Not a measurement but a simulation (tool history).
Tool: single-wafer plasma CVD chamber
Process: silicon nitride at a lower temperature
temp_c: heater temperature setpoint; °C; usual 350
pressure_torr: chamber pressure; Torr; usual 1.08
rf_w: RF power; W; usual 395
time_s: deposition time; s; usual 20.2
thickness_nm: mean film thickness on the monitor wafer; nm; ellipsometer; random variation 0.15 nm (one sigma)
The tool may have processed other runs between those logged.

run    hour  temp_c  pressure_torr  rf_w  time_s  wafers since the last listed run  hours since the last thermocouple change  hours since the last RF generator calibration  hours since the last manometer calibration  hours since the showerhead was replaced  hours since the gauge calibration  read-back reference wafer on the same gauge, thickness_nm  thickness_nm
  1       0     350           1.08   395    20.2                                 0                                    1114.1                                         1430.7                                       839.4                                    140.4                             2174.2                                                     31.683        26.702
  2    58.5     350           1.08   395    20.2                               804                                    1172.6                                         1489.2                                       897.9                                    198.9                             2232.7                                                     31.806        26.501
  3   124.6     359           1.08   395    20.2                               908                                    1238.7                                         1555.3                                         964                                      265                             2298.8                                                     31.725        26.228
  4   229.1     359           1.08   395    20.2                              1436                                    1343.2                                         1659.8                                      1068.5                                    369.5                             2403.3                                                      31.88        26.561
      241.4  -- thermocouple changed; heater temperature recalibrated
  5   278.3     350           1.08   425    20.2                               566                                      36.9                                           1709                                      1117.7                                    418.7                             2452.5                                                     31.906        27.654
  6   408.7     350           1.08   425    20.2                              1792                                     167.3                                         1839.4                                      1248.1                                    549.1                             2582.9                                                     31.871        28.099
  7   514.7     364           1.35   395    17.7                              1457                                     273.3                                         1945.4                                      1354.1                                    655.1                             2688.9                                                     31.915        24.734
      565.6  -- gauge calibrated
  8   578.7     350           1.08   395    20.2                               879                                     337.3                                         2009.4                                      1418.1                                    719.1                               13.1                                                     30.961        26.232
      688.2  -- RF generator calibrated
  9   688.7     350           1.08   365    20.2                              1402                                     447.3                                            0.5                                      1528.1                                    829.1                              123.1                                                     30.913        24.784
 10   730.2     363           1.08   395    20.2                               570                                     488.8                                             42                                      1569.6                                    870.6                              164.6                                                     30.901        25.959
 11   769.4     350           1.17   470    20.2                               538                                       528                                           81.2                                      1608.8                                    909.8                              203.8                                                      30.97        29.474
 12   831.2     362           1.28   345    22.2                               849                                     589.8                                            143                                      1670.6                                    971.6                              265.6                                                         31        27.423
 13   925.8     342           0.95   395    20.2                              1300                                     684.4                                          237.6                                      1765.2                                   1066.2                              360.2                                                     31.131        25.589
       1027  -- capacitance manometer re-zeroed and calibrated
 14  1027.5     350           1.08   395    20.2                              1288                                     786.1                                          339.3                                         0.5                                   1167.9                              461.9                                                      31.15        25.973
 15  1295.9     362           1.17   395      18                              3689                                    1054.5                                          607.7                                       268.9                                   1436.3                              730.3                                                     31.164        23.785
 16  1361.2     350           1.08   440    20.2                               897                                    1119.8                                            673                                       334.2                                   1501.6                              795.6                                                     31.349        27.767
 17    1463     350           1.08   395    20.2                              1399                                    1221.6                                          774.8                                         436                                   1603.4                              897.4                                                     31.247        26.267
 18  1500.4     339           1.08   450    19.1                               514                                      1259                                          812.2                                       473.4                                   1640.8                              934.8                                                     31.313        26.885
 19  1584.4     346           1.29   395    20.2                              1154                                      1343                                          896.2                                       557.4                                   1724.8                             1018.8                                                     31.348        27.421
 20  1672.3     350           1.08   395    20.2                              1208                                    1430.9                                          984.1                                       645.3                                   1812.7                             1106.7                                                     31.458        26.373
     1958.8  -- thermocouple changed; heater temperature recalibrated
 21  1992.7     350           1.08   345    20.2                              4294                                      33.9                                         1304.5                                       965.7                                   2133.1                             1427.1                                                     31.428        24.482
 22  2126.9     340           1.21   340    21.8                              1844                                     168.1                                         1438.7                                      1099.9                                   2267.3                             1561.3                                                     31.545        26.489
 23  2321.9     350           1.08   395    20.2                              2680                                     363.1                                         1633.7                                      1294.9                                   2462.3                             1756.3                                                     31.642        26.499
 24  2358.6     350           1.08   395    20.2                               504                                     399.8                                         1670.4                                      1331.6                                     2499                               1793                                                     31.664        26.479
 25  2445.5     350           1.08   395    20.2                              1194                                     486.7                                         1757.3                                      1418.5                                   2585.9                             1879.9                                                      31.68        26.611
 26    2532     356           0.85   370    20.2                              1189                                     573.2                                         1843.8                                        1505                                   2672.4                             1966.4                                                     31.713        23.879
 27  2622.4     350           1.08   345    23.2                              1242                                     663.6                                         1934.2                                      1595.4                                   2762.8                             2056.8                                                     31.743        28.118
 28  2709.8     350           1.08   395    18.6                              1201                                       751                                         2021.6                                      1682.8                                   2850.2                             2144.2                                                     31.733        24.463
 29  2752.3     350           1.08   395    20.2                               584                                     793.5                                         2064.1                                      1725.3                                   2892.7                             2186.7                                                     31.765        26.605

What if the next run were any one of these 3? Each begins from the tool's condition after run 29:
  A  2752.7     350           1.33   395    20.2                                 5                                     793.9                                         2064.5                                      1725.7                                   2893.1                             2187.1                                                          ?             ?
  B  2752.7     363           1.25   395    17.7                                 5                                     793.9                                         2064.5                                      1725.7                                   2893.1                             2187.1                                                          ?             ?
  C  2752.7     363           1.08   365    20.2                                 5                                     793.9                                         2064.5                                      1725.7                                   2893.1                             2187.1                                                          ?             ?

run  read-back reference wafer on the same gauge, thickness_nm  thickness_nm
  A                                                     31.833        27.812
  B                                                     31.833        23.891
  C                                                     31.833        25.016
With no hidden state in the tool, these same runs would have given:
run  thickness_nm
  A         26.94
  B        23.142
  C        24.232
